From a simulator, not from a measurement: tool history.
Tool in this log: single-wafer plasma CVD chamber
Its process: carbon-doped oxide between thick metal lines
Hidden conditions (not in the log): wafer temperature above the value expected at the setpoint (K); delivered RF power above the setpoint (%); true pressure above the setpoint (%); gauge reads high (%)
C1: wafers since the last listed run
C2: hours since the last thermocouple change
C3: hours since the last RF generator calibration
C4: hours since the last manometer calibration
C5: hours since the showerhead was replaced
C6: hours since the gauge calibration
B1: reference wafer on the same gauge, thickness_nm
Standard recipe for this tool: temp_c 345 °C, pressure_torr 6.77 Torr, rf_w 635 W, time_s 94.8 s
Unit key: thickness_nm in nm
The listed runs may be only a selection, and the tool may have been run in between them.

run 1 hour=0.0 | temp_c=345 pressure_torr=6.77 rf_w=635 time_s=94.8 | C1=0 C2=2181.8 C3=1562.3 C4=2935.1 C5=4816.3 C6=132.3 | B1=539.928 | thickness_nm=563.057
run 2 hour=16.7 | temp_c=345 pressure_torr=6.77 rf_w=635 time_s=94.8 | C1=185 C2=2198.5 C3=1579.0 C4=2951.8 C5=4833.0 C6=149.0 | B1=540.093 | thickness_nm=561.198
run 3 hour=22.7 | temp_c=345 pressure_torr=6.77 rf_w=635 time_s=94.8 | C1=66 C2=2204.5 C3=1585.0 C4=2957.8 C5=4839.0 C6=155.0 | B1=540.243 | thickness_nm=560.295
run 4 hour=32.6 | temp_c=345 pressure_torr=6.77 rf_w=635 time_s=94.8 | C1=109 C2=2214.4 C3=1594.9 C4=2967.7 C5=4848.9 C6=164.9 | B1=540.012 | thickness_nm=560.137
run 5 hour=46.0 | temp_c=345 pressure_torr=6.77 rf_w=635 time_s=94.8 | C1=148 C2=2227.8 C3=1608.3 C4=2981.1 C5=4862.3 C6=178.3 | B1=540.141 | thickness_nm=560.841
run 6 hour=58.9 | temp_c=345 pressure_torr=6.77 rf_w=635 time_s=94.8 | C1=142 C2=2240.7 C3=1621.2 C4=2994.0 C5=4875.2 C6=191.2 | B1=539.909 | thickness_nm=560.266
run 7 hour=73.1 | temp_c=345 pressure_torr=6.77 rf_w=635 time_s=94.8 | C1=157 C2=2254.9 C3=1635.4 C4=3008.2 C5=4889.4 C6=205.4 | B1=540.006 | thickness_nm=558.556
run 8 hour=82.8 | temp_c=345 pressure_torr=6.77 rf_w=635 time_s=94.8 | C1=107 C2=2264.6 C3=1645.1 C4=3017.9 C5=4899.1 C6=215.1 | B1=539.967 | thickness_nm=557.340
run 9 hour=91.9 | temp_c=345 pressure_torr=6.77 rf_w=635 time_s=94.8 | C1=100 C2=2273.7 C3=1654.2 C4=3027.0 C5=4908.2 C6=224.2 | B1=540.067 | thickness_nm=557.438
-- hour=112.0 capacitance manometer re-zeroed and calibrated
run 10 hour=112.5 | temp_c=355 pressure_torr=8.11 rf_w=730 time_s=110.2 | C1=139 C2=2294.3 C3=1674.8 C4=0.5 C5=4928.8 C6=244.8 | B1=539.921 | thickness_nm=723.460
-- hour=122.9 showerhead replaced
run 11 hour=123.4 | temp_c=345 pressure_torr=6.77 rf_w=635 time_s=94.8 | C1=32 C2=2305.2 C3=1685.7 C4=11.4 C5=0.5 C6=255.7 | B1=540.012 | thickness_nm=555.449
run 12 hour=131.0 | temp_c=356 pressure_torr=6.77 rf_w=535 time_s=94.8 | C1=84 C2=2312.8 C3=1693.3 C4=19.0 C5=8.1 C6=263.3 | B1=540.070 | thickness_nm=443.699
run 13 hour=143.1 | temp_c=345 pressure_torr=6.77 rf_w=635 time_s=94.8 | C1=134 C2=2324.9 C3=1705.4 C4=31.1 C5=20.2 C6=275.4 | B1=539.887 | thickness_nm=555.346
-- hour=148.6 gauge calibrated
run 14 hour=187.1 | temp_c=355 pressure_torr=6.77 rf_w=670 time_s=94.8 | C1=487 C2=2368.9 C3=1749.4 C4=75.1 C5=64.2 C6=38.5 | B1=540.062 | thickness_nm=564.872
-- hour=196.7 thermocouple changed; heater temperature recalibrated
-- hour=199.9 RF generator calibrated
run 15 hour=200.7 | temp_c=345 pressure_torr=6.77 rf_w=635 time_s=94.8 | C1=26 C2=4.0 C3=0.8 C4=88.7 C5=77.8 C6=52.1 | B1=539.973 | thickness_nm=602.060
run 16 hour=211.6 | temp_c=349 pressure_torr=6.11 rf_w=600 time_s=79.1 | C1=120 C2=14.9 C3=11.7 C4=99.6 C5=88.7 C6=63.0 | B1=540.001 | thickness_nm=465.672
run 17 hour=227.1 | temp_c=345 pressure_torr=6.77 rf_w=635 time_s=94.8 | C1=171 C2=30.4 C3=27.2 C4=115.1 C5=104.2 C6=78.5 | B1=539.937 | thickness_nm=602.904
run 18 hour=241.3 | temp_c=345 pressure_torr=5.79 rf_w=730 time_s=76.7 | C1=157 C2=44.6 C3=41.4 C4=129.3 C5=118.4 C6=92.7 | B1=539.727 | thickness_nm=546.281
run 19 hour=252.4 | temp_c=345 pressure_torr=6.77 rf_w=525 time_s=94.8 | C1=122 C2=55.7 C3=52.5 C4=140.4 C5=129.5 C6=103.8 | B1=540.132 | thickness_nm=492.614

Forecast each of these 5 alternatives for the next run:
run A hour=252.8 | temp_c=345 pressure_torr=6.77 rf_w=635 time_s=94.8 | C1=4 C2=56.1 C3=52.9 C4=140.8 C5=129.9 C6=104.2 | B1=? | thickness_nm=?
run B hour=252.8 | temp_c=350 pressure_torr=6.77 rf_w=715 time_s=94.8 | C1=4 C2=56.1 C3=52.9 C4=140.8 C5=129.9 C6=104.2 | B1=? | thickness_nm=?
run C hour=252.8 | temp_c=345 pressure_torr=7.64 rf_w=635 time_s=77.1 | C1=4 C2=56.1 C3=52.9 C4=140.8 C5=129.9 C6=104.2 | B1=? | thickness_nm=?
run D hour=252.8 | temp_c=336 pressure_torr=5.96 rf_w=670 time_s=111.1 | C1=4 C2=56.1 C3=52.9 C4=140.8 C5=129.9 C6=104.2 | B1=? | thickness_nm=?
run E hour=252.8 | temp_c=351 pressure_torr=6.77 rf_w=555 time_s=94.8 | C1=4 C2=56.1 C3=52.9 C4=140.8 C5=129.9 C6=104.2 | B1=? | thickness_nm=?

run=A B1=540.029 thickness_nm=603.235
run=B B1=540.029 thickness_nm=662.499
run=C B1=540.029 thickness_nm=494.711
run=D B1=540.029 thickness_nm=757.602
run=E B1=540.029 thickness_nm=515.654
What these runs would have given with no unlogged condition in the tool:
run=A thickness_nm=605.686
run=B thickness_nm=665.115
run=C thickness_nm=496.721
run=D thickness_nm=760.593
run=E thickness_nm=517.817

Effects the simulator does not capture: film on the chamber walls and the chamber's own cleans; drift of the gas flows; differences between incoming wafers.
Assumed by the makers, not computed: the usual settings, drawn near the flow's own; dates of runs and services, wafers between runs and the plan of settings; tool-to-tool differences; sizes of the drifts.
